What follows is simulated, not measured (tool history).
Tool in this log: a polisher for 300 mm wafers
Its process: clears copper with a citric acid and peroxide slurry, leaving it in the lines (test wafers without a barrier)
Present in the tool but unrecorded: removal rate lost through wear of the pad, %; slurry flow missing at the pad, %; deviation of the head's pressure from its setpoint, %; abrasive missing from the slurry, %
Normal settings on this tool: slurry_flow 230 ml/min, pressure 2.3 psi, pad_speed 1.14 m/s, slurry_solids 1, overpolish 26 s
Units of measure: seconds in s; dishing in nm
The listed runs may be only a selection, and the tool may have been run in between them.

| run | day | slurry_flow | pressure | pad_speed | slurry_solids | overpolish | wafers since the last listed run | wafers polished on this pad | hours since the slurry nozzle was cleaned | hours since the head pressure was calibrated | hours since the slurry blender was calibrated | incoming thickness of the incoming film, nm | seconds | dishing |
|---|---|---|---|---|---|---|---|---|---|---|---|---|---|---|
| 1 | 0 | 230 | 2.3 | 1.14 | 1 | 26 | 0 | 78 | 191.4 | 389.8 | 146.2 | 235.6 | 134.4 | 28.1 |
| 2 | 0.983 | 230 | 2.3 | 1.14 | 1 | 26 | 115 | 193 | 215 | 413.4 | 169.8 | 236.2 | 133.2 | 28.7 |
|  | 2.296 | slurry nozzle cleaned |
| 3 | 2.425 | 230 | 2.3 | 1.14 | 1 | 26 | 163 | 356 | 3.1 | 448 | 204.4 | 236.4 | 131.6 | 28.5 |
| 4 | 2.992 | 230 | 2.3 | 1.14 | 1 | 26 | 66 | 423 | 16.7 | 461.6 | 218 | 236.8 | 131.8 | 28.7 |
| 5 | 3.617 | 230 | 2.3 | 1.14 | 1 | 26 | 73 | 496 | 31.7 | 476.6 | 233 | 234.3 | 130.6 | 27.8 |
| 6 | 4.867 | 230 | 2.3 | 1.14 | 1 | 26 | 146 | 642 | 61.7 | 506.6 | 263 | 236 | 132.5 | 28.3 |
|  | 5.338 | head pressure recalibrated |
|  | 5.458 | worn pad replaced by a new one |
| 7 | 6.117 | 295 | 2.3 | 1.14 | 1 | 26 | 122 | 76 | 91.7 | 18.7 | 293 | 233.9 | 130 | 28.8 |
| 8 | 6.754 | 295 | 2.3 | 1.14 | 1 | 26 | 74 | 151 | 107 | 34 | 308.3 | 235 | 131.6 | 29 |
| 9 | 7.617 | 230 | 2.3 | 1.46 | 1.3 | 13 | 100 | 252 | 127.7 | 54.7 | 329 | 231 | 96 | 20.6 |
| 10 | 8.875 | 185 | 2.8 | 1.14 | 1 | 12 | 147 | 399 | 157.9 | 84.9 | 359.2 | 235.2 | 110.9 | 17.1 |
| 11 | 9.879 | 295 | 2.3 | 1.14 | 1 | 26 | 117 | 517 | 182 | 109 | 383.3 | 235.8 | 130.5 | 29.5 |
| 12 | 10.454 | 230 | 2.3 | 1.14 | 0.85 | 26 | 67 | 584 | 195.8 | 122.8 | 397.1 | 234.3 | 135.8 | 28.1 |
|  | 10.838 | worn pad replaced by a new one |
|  | 11.775 | slurry blender recalibrated |
| 13 | 11.796 | 230 | 2.3 | 1.14 | 1 | 26 | 127 | 102 | 228 | 155 | 0.5 | 232.9 | 127.2 | 28.9 |
|  | 11.938 | slurry nozzle cleaned |
| 14 | 12.629 | 230 | 2.3 | 1.14 | 1 | 16 | 92 | 194 | 16.6 | 175 | 20.5 | 236.6 | 134.4 | 18.6 |
| 15 | 13.879 | 230 | 1.9 | 1.14 | 1 | 26 | 146 | 341 | 46.6 | 205 | 50.5 | 232.2 | 155.1 | 24.5 |

Run 16 comes next. What will it give?
| 16 | 15.229 | 230 | 2.3 | 1.46 | 1.3 | 13 | 157 | 499 | 79 | 237.4 | 82.9 | 232.3 | ? | ? |

{"run 16": {"seconds": 96.9, "dishing": 20.5}}
Minus the tool's unlogged condition, the same run would have read seconds 96.9 s, dishing 20.5 nm.
